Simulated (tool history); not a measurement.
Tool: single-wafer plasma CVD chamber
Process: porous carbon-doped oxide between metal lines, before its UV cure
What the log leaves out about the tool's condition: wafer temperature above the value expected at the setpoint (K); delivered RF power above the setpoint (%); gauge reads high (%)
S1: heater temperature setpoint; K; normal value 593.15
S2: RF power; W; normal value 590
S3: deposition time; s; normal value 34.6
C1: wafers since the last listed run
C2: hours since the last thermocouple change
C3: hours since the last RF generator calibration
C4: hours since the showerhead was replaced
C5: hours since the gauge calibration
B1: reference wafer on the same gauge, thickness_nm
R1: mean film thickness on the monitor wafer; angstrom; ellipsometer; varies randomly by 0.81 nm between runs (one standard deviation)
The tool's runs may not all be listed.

| run | day | S1 | S2 | S3 | C1 | C2 | C3 | C4 | C5 | B1 | R1 |
|---|---|---|---|---|---|---|---|---|---|---|---|
| 1 | 0 | 593.15 | 670 | 30.1 | 0 | 1097.7 | 1584.8 | 3621.8 | 383.4 | 175.018 | 1647.63 |
| 2 | 2.242 | 593.15 | 670 | 30.1 | 1356 | 1151.5 | 1638.6 | 3675.6 | 437.2 | 174.871 | 1656.99 |
| 3 | 2.708 | 582.15 | 560 | 34.6 | 282 | 1162.7 | 1649.8 | 3686.8 | 448.4 | 174.965 | 1734.32 |
| 4 | 3.288 | 582.15 | 560 | 34.6 | 350 | 1176.6 | 1663.7 | 3700.7 | 462.3 | 175.205 | 1732.03 |
| 5 | 3.646 | 593.15 | 590 | 34.6 | 216 | 1185.2 | 1672.3 | 3709.3 | 470.9 | 174.949 | 1711.38 |
| 6 | 5.025 | 593.15 | 590 | 34.6 | 834 | 1218.3 | 1705.4 | 3742.4 | 504 | 175.128 | 1693.6 |
| 7 | 5.692 | 593.15 | 590 | 34.6 | 403 | 1234.3 | 1721.4 | 3758.4 | 520 | 174.804 | 1709.19 |
| 8 | 6.404 | 593.15 | 510 | 34.6 | 431 | 1251.4 | 1738.5 | 3775.5 | 537.1 | 174.899 | 1496.04 |
| 9 | 6.85 | 593.15 | 510 | 34.6 | 269 | 1262.1 | 1749.2 | 3786.2 | 547.8 | 174.811 | 1514.68 |
|  | 7 | gauge calibrated |
| 10 | 7.558 | 593.15 | 510 | 34.6 | 428 | 1279.1 | 1766.2 | 3803.2 | 13.4 | 174.788 | 1494.02 |
| 11 | 7.829 | 593.15 | 590 | 34.6 | 163 | 1285.6 | 1772.7 | 3809.7 | 19.9 | 174.913 | 1692.24 |
| 12 | 8.404 | 593.15 | 590 | 34.6 | 348 | 1299.4 | 1786.5 | 3823.5 | 33.7 | 175.149 | 1683.22 |
| 13 | 8.7 | 593.15 | 640 | 34.6 | 179 | 1306.5 | 1793.6 | 3830.6 | 40.8 | 174.956 | 1822.14 |
| 14 | 9.212 | 593.15 | 690 | 34.6 | 310 | 1318.8 | 1805.9 | 3842.9 | 53.1 | 174.998 | 1906.86 |
| 15 | 9.5 | 603.15 | 505 | 32.8 | 174 | 1325.7 | 1812.8 | 3849.8 | 60 | 174.894 | 1341.99 |
| 16 | 9.883 | 599.15 | 590 | 34.6 | 232 | 1334.9 | 1822 | 3859 | 69.2 | 174.868 | 1650.47 |
|  | 10.3 | showerhead replaced |
| 17 | 10.358 | 599.15 | 630 | 29.9 | 85 | 1346.3 | 1833.4 | 1.4 | 80.6 | 174.905 | 1498.36 |
|  | 10.942 | thermocouple changed; heater temperature recalibrated |
| 18 | 10.962 | 593.15 | 590 | 32 | 163 | 0.5 | 1847.9 | 15.9 | 95.1 | 174.948 | 1565.99 |
| 19 | 11.288 | 593.15 | 500 | 34.6 | 196 | 8.3 | 1855.7 | 23.7 | 102.9 | 174.888 | 1468.46 |
| 20 | 11.567 | 582.15 | 560 | 34.6 | 168 | 15 | 1862.4 | 30.4 | 109.6 | 174.816 | 1717.8 |
| 21 | 12.062 | 593.15 | 630 | 31.8 | 300 | 26.9 | 1874.3 | 42.3 | 121.5 | 174.655 | 1633.65 |
| 22 | 12.804 | 593.15 | 590 | 34.6 | 448 | 44.7 | 1892.1 | 60.1 | 139.3 | 174.734 | 1676.97 |
|  | 13.183 | RF generator calibrated |
| 23 | 13.204 | 586.15 | 590 | 34.6 | 40 | 54.3 | 0.5 | 69.7 | 148.9 | 175.246 | 1887.79 |
| 24 | 13.642 | 604.15 | 590 | 31.2 | 264 | 64.8 | 11 | 80.2 | 159.4 | 174.932 | 1543.52 |
| 25 | 14.167 | 587.15 | 590 | 34.6 | 317 | 77.4 | 23.6 | 92.8 | 172 | 174.952 | 1862.32 |
| 26 | 14.633 | 593.15 | 590 | 34.6 | 282 | 88.6 | 34.8 | 104 | 183.2 | 175.034 | 1801.48 |
| 27 | 15.017 | 580.15 | 590 | 30.1 | 232 | 97.8 | 44 | 113.2 | 192.4 | 174.868 | 1691.22 |
| 28 | 17.221 | 593.15 | 590 | 34.6 | 1334 | 150.7 | 96.9 | 166.1 | 245.3 | 174.936 | 1779.96 |
| 29 | 17.912 | 593.15 | 590 | 34.6 | 418 | 167.3 | 113.5 | 182.7 | 261.9 | 175.061 | 1801.23 |
| 30 | 18.504 | 593.15 | 590 | 34.6 | 358 | 181.5 | 127.7 | 196.9 | 276.1 | 175.218 | 1792.9 |
| 31 | 18.983 | 593.15 | 505 | 34.6 | 290 | 193 | 139.2 | 208.4 | 287.6 | 175.056 | 1576.27 |
| 32 | 19.521 | 597.15 | 520 | 34.6 | 325 | 205.9 | 152.1 | 221.3 | 300.5 | 175.201 | 1586.33 |
| 33 | 19.929 | 600.15 | 495 | 29.5 | 247 | 215.7 | 161.9 | 231.1 | 310.3 | 175.239 | 1278.96 |

Predict each of these 5 candidate next runs independently; none follows another, all start after run 33:
| A | 19.946 | 593.15 | 590 | 40.7 | 10 | 216.1 | 162.3 | 231.5 | 310.7 | ? | ? |
| B | 19.946 | 601.15 | 590 | 31.9 | 10 | 216.1 | 162.3 | 231.5 | 310.7 | ? | ? |
| C | 19.946 | 586.15 | 690 | 30.7 | 10 | 216.1 | 162.3 | 231.5 | 310.7 | ? | ? |
| D | 19.946 | 589.15 | 590 | 32.5 | 10 | 216.1 | 162.3 | 231.5 | 310.7 | ? | ? |
| E | 19.946 | 606.15 | 590 | 40.5 | 10 | 216.1 | 162.3 | 231.5 | 310.7 | ? | ? |

| run | B1 | R1 |
|---|---|---|
| A | 174.842 | 2106.4 |
| B | 174.842 | 1594.57 |
| C | 174.842 | 1881.52 |
| D | 174.842 | 1729.05 |
| E | 174.842 | 1963.29 |
Stripped of hidden state, with their random variation kept, the same runs would have yielded:
| run | R1 |
|---|---|
| A | 2128.97 |
| B | 1611.66 |
| C | 1901.36 |
| D | 1747.57 |
| E | 1984.33 |

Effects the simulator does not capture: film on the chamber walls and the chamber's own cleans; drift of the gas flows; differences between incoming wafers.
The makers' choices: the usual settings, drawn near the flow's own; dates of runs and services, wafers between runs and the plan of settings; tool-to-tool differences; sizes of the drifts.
